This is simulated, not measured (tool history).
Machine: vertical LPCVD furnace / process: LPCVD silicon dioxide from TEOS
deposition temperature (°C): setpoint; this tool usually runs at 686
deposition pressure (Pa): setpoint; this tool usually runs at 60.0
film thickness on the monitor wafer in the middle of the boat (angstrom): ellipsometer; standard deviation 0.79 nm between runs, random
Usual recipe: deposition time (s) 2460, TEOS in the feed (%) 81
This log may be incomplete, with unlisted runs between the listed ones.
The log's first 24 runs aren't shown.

run	hour	deposition temperature (°C)	deposition pressure (Pa)	deposition time (s)	TEOS in the feed (%)	wafers since the last listed run	hours since the last temperature calibration	hours since the pressure gauge was zeroed	hours since the TEOS flow controller was replaced	hours since the gauge calibration	read-back reference wafer on the same gauge, thickness	film thickness on the monitor wafer in the middle of the boat (angstrom)
25	1191.7	686	53.3	3270	74	508	389.4	516.4	253.7	611.9	319.97	3297.8
26	1242.8	686	60.0	2460	81	495	440.5	567.5	304.8	663.0	319.98	2753.3
27	1270.2	690	60.0	2460	70	265	467.9	594.9	332.2	690.4	320.04	2843.2
28	1301.8	694	54.0	1500	81	306	499.5	626.5	363.8	722.0	320.11	1930.3
29	1356.3	698	54.0	2460	77	528	554.0	681.0	418.3	776.5	320.18	3393.2
30	1426.0	682	70.7	1830	89	676	623.7	750.7	488.0	846.2	319.68	2126.2
31	1481.2	679	60.0	2460	69	535	678.9	805.9	543.2	901.4	320.12	2161.1
32	1535.8	686	60.0	2460	73	529	733.5	860.5	597.8	956.0	320.05	2646.1

Each row is a separate what-if for the run after 32, all from the same tool condition, not one after another. Results?
A	1540.2	686	60.0	2790	81	42	737.9	864.9	602.2	960.4	?	?
B	1540.2	696	71.3	1860	91	42	737.9	864.9	602.2	960.4	?	?
C	1540.2	679	60.0	2460	81	42	737.9	864.9	602.2	960.4	?	?

run	read-back reference wafer on the same gauge, thickness	film thickness on the monitor wafer in the middle of the boat (angstrom)
A	320.04	3141.5
B	320.04	3065.6
C	320.04	2339.6
Had the tool no hidden state, the same runs would have come out as:
run	film thickness on the monitor wafer in the middle of the boat (angstrom)
A	3117.3
B	3044.1
C	2321.4
